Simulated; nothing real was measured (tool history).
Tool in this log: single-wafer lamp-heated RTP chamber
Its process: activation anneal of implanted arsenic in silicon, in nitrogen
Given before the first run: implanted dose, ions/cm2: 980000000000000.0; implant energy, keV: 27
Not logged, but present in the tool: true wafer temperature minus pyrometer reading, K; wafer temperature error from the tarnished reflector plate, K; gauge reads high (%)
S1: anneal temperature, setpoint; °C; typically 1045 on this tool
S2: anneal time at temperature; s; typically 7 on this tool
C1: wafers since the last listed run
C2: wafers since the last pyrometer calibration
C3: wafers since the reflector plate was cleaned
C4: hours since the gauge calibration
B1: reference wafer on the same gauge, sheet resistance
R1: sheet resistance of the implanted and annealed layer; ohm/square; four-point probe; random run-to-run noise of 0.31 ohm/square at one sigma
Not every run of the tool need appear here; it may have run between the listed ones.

run   hour    S1  S2    C1    C2     C3     C4      B1      R1
  1    0.0  1045   7     0  1152   6623  375.0  130.01  126.20
  2   71.9  1045   7  1072  2224   7695  446.9  129.97  125.82
      89.0  -- pyrometer window cleaned and pyrometer calibrated
  3  103.2  1045   7   347   212   8042  478.2  130.02  125.84
  4  150.7  1045   7   708   920   8751  525.7  130.00  125.66
     288.9  -- pyrometer window cleaned and pyrometer calibrated
  5  340.4  1045   7  2709   768  11460  715.4  130.02  125.46
     355.4  -- gauge calibrated
  6  388.6  1045   5   718  1486  12179   33.2  129.96  127.61
  7  446.7  1045   5   866  2353  13045   91.3  129.92  127.46
     482.8  -- pyrometer window cleaned and pyrometer calibrated
  8  497.5  1045   5   638   219  13683  142.1  130.03  127.97
  9  524.4  1045   5   401   620  14084  169.0  129.99  127.83
     541.4  -- reflector plate cleaned
 10  562.5  1045   4   448  1069    313  207.1  130.04  130.36
 11  614.9  1016   4   781  1850   1095  259.5  130.06  135.36
     656.9  -- pyrometer window cleaned and pyrometer calibrated
 12  657.4  1045   7   514     7   1609  302.0  130.03  126.45

Estimate the outcome of run 13 from the log above:
 13  706.3  1026   9  729  736  2338  350.9   ?   ?

B1: 129.96
R1: 128.07 ohm/square
Had the tool carried no hidden state, the very same run would have given R1 128.72 ohm/square.
